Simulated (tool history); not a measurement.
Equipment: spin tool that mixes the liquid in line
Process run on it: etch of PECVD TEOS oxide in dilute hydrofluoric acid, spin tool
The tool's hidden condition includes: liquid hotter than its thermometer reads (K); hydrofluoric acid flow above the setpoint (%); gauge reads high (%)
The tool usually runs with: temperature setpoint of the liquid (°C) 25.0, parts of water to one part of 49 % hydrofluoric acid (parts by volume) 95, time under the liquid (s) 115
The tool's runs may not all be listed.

run	hour	temperature setpoint of the liquid (°C)	parts of water to one part of 49 % hydrofluoric acid (parts by volume)	time under the liquid (s)	wafers since the last listed run	hours since the thermometer was replaced	hours since the hydrofluoric acid flow meter was replaced	hours since the gauge calibration	read-back film thickness of the PECVD TEOS oxide reference wafer, read on the same gauge (nm)	thickness taken off the PECVD TEOS oxide on a monitor wafer (nm)
1	0.0	25.0	95	115	0	386.5	77.9	1076.7	89.93	16.72
2	105.4	25.0	95	115	1020	491.9	183.3	1182.1	90.00	17.06
3	160.0	25.0	95	115	528	546.5	237.9	1236.7	90.01	17.08
4	209.1	25.0	95	65	475	595.6	287.0	1285.8	90.01	9.70
# hour 234.7: thermometer replaced
5	258.9	25.0	95	65	472	24.2	336.8	1335.6	90.01	9.45
# hour 353.7: hydrofluoric acid flow meter replaced
6	538.6	25.0	95	65	2699	303.9	184.9	1615.3	90.00	9.29
# hour 786.5: hydrofluoric acid flow meter replaced
7	861.7	25.0	95	115	3119	627.0	75.2	1938.4	90.02	16.85
8	928.4	25.0	95	115	646	693.7	141.9	2005.1	90.00	17.04
9	968.3	25.0	95	115	386	733.6	181.8	2045.0	90.03	16.97
# hour 970.2: thermometer replaced
10	1049.5	25.0	130	115	776	79.3	263.0	2126.2	90.03	11.70
11	1135.5	25.0	130	115	832	165.3	349.0	2212.2	89.98	11.79
12	1201.3	25.0	130	115	637	231.1	414.8	2278.0	90.03	12.13
# hour 1263.9: gauge calibrated
13	1266.5	21.5	95	115	631	296.3	480.0	2.6	89.98	15.19
# hour 1286.4: hydrofluoric acid flow meter replaced
14	1351.5	25.0	95	95	813	381.3	65.1	87.6	89.98	13.87
15	1442.4	25.0	70	115	880	472.2	156.0	178.5	89.98	23.48
16	1506.1	25.0	95	70	616	535.9	219.7	242.2	89.97	10.32
17	1587.3	29.5	50	115	786	617.1	300.9	323.4	89.96	42.36
18	1635.8	20.5	65	95	469	665.6	349.4	371.9	89.98	18.52
# hour 1682.0: thermometer replaced
# hour 1712.5: hydrofluoric acid flow meter replaced
19	1740.2	25.0	140	65	991	58.2	27.7	476.3	90.02	5.86
20	1795.0	25.0	95	115	530	113.0	82.5	531.1	89.96	16.48
21	1916.9	21.5	80	115	1180	234.9	204.4	653.0	89.97	17.65
22	1989.4	25.0	135	115	702	307.4	276.9	725.5	89.98	11.36
23	2052.5	25.0	95	115	611	370.5	340.0	788.6	89.98	17.35
# hour 2137.1: hydrofluoric acid flow meter replaced
24	2151.0	20.5	65	95	944	469.0	13.9	887.1	90.01	17.20
25	2205.5	25.0	95	115	527	523.5	68.4	941.6	90.04	16.61
26	2249.4	25.0	95	115	425	567.4	112.3	985.5	89.94	16.66
27	2350.9	25.0	65	115	983	668.9	213.8	1087.0	90.00	25.86

A few steps of thickness taken off the PECVD TEOS oxide on a monitor wafer (nm) between consecutive runs. Split each: what settings, incoming material and random variation would produce without the hidden state, and what is left over for the hidden state, along with gauge scatter present in only one of the two compared results (measured, and without hidden state):
Run 16 -> 17: temperature setpoint of the liquid (°C) 25.0 -> 29.5, parts of water to one part of 49 % hydrofluoric acid (parts by volume) 95 -> 50, time under the liquid (s) 70 -> 115. thickness taken off the PECVD TEOS oxide on a monitor wafer (nm) +32.04: hidden state +2.98, all else +29.06.
Run 17 -> 18: temperature setpoint of the liquid (°C) 29.5 -> 20.5, parts of water to one part of 49 % hydrofluoric acid (parts by volume) 50 -> 65, time under the liquid (s) 115 -> 95. thickness taken off the PECVD TEOS oxide on a monitor wafer (nm) -23.84: hidden state -1.90, all else -21.94.
